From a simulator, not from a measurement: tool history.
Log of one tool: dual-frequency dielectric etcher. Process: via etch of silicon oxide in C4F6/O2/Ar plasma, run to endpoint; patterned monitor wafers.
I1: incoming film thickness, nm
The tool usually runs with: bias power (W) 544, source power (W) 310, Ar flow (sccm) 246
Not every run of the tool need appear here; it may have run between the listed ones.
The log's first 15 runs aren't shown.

run 16 hour=806.2 | bias_power_(W)=544 source_power_(W)=310 Ar_flow_(sccm)=214 | I1=192.5 | endpoint_time_(s)=41.8
run 17 hour=849.7 | bias_power_(W)=659 source_power_(W)=350 Ar_flow_(sccm)=205 | I1=193.1 | endpoint_time_(s)=36.4
run 18 hour=896.6 | bias_power_(W)=509 source_power_(W)=310 Ar_flow_(sccm)=223 | I1=193.3 | endpoint_time_(s)=44.1
run 19 hour=947.9 | bias_power_(W)=544 source_power_(W)=310 Ar_flow_(sccm)=246 | I1=194.2 | endpoint_time_(s)=43.3
-- hour=1007.1 wet clean of the chamber
-- hour=1009.4 bias power generator calibrated
run 20 hour=1009.9 | bias_power_(W)=465 source_power_(W)=390 Ar_flow_(sccm)=195 | I1=191.6 | endpoint_time_(s)=40.2
run 21 hour=1088.4 | bias_power_(W)=544 source_power_(W)=250 Ar_flow_(sccm)=246 | I1=193.6 | endpoint_time_(s)=44.2
run 22 hour=1201.3 | bias_power_(W)=544 source_power_(W)=310 Ar_flow_(sccm)=246 | I1=193.8 | endpoint_time_(s)=42.2
run 23 hour=1245.7 | bias_power_(W)=544 source_power_(W)=310 Ar_flow_(sccm)=276 | I1=191.7 | endpoint_time_(s)=42.6
run 24 hour=1310 | bias_power_(W)=478 source_power_(W)=360 Ar_flow_(sccm)=288 | I1=191.8 | endpoint_time_(s)=44.7
run 25 hour=1357.3 | bias_power_(W)=544 source_power_(W)=290 Ar_flow_(sccm)=246 | I1=194.3 | endpoint_time_(s)=43.7
run 26 hour=1387.4 | bias_power_(W)=544 source_power_(W)=310 Ar_flow_(sccm)=246 | I1=192.1 | endpoint_time_(s)=43
run 27 hour=1436.5 | bias_power_(W)=544 source_power_(W)=280 Ar_flow_(sccm)=287 | I1=191.5 | endpoint_time_(s)=45
run 28 hour=1469 | bias_power_(W)=675 source_power_(W)=350 Ar_flow_(sccm)=219 | I1=193.4 | endpoint_time_(s)=37.2
-- hour=1504.5 wet clean of the chamber
run 29 hour=1505 | bias_power_(W)=472 source_power_(W)=310 Ar_flow_(sccm)=297 | I1=190 | endpoint_time_(s)=44.8
run 30 hour=1563.5 | bias_power_(W)=544 source_power_(W)=350 Ar_flow_(sccm)=305 | I1=191.7 | endpoint_time_(s)=40.9

3 ways to go on from here, each from the tool as it stands after run 30. What would each give?
run A hour=1563.9 | bias_power_(W)=544 source_power_(W)=310 Ar_flow_(sccm)=306 | I1=192.8 | endpoint_time_(s)=?
run B hour=1563.9 | bias_power_(W)=544 source_power_(W)=380 Ar_flow_(sccm)=217 | I1=192.8 | endpoint_time_(s)=?
run C hour=1563.9 | bias_power_(W)=457 source_power_(W)=340 Ar_flow_(sccm)=297 | I1=192.8 | endpoint_time_(s)=?

run=A endpoint_time_(s)=42.7
run=B endpoint_time_(s)=38.5
run=C endpoint_time_(s)=45.7
Without the tool's unlogged condition, the same runs would have read:
run=A endpoint_time_(s)=42.5
run=B endpoint_time_(s)=38.3
run=C endpoint_time_(s)=45.4

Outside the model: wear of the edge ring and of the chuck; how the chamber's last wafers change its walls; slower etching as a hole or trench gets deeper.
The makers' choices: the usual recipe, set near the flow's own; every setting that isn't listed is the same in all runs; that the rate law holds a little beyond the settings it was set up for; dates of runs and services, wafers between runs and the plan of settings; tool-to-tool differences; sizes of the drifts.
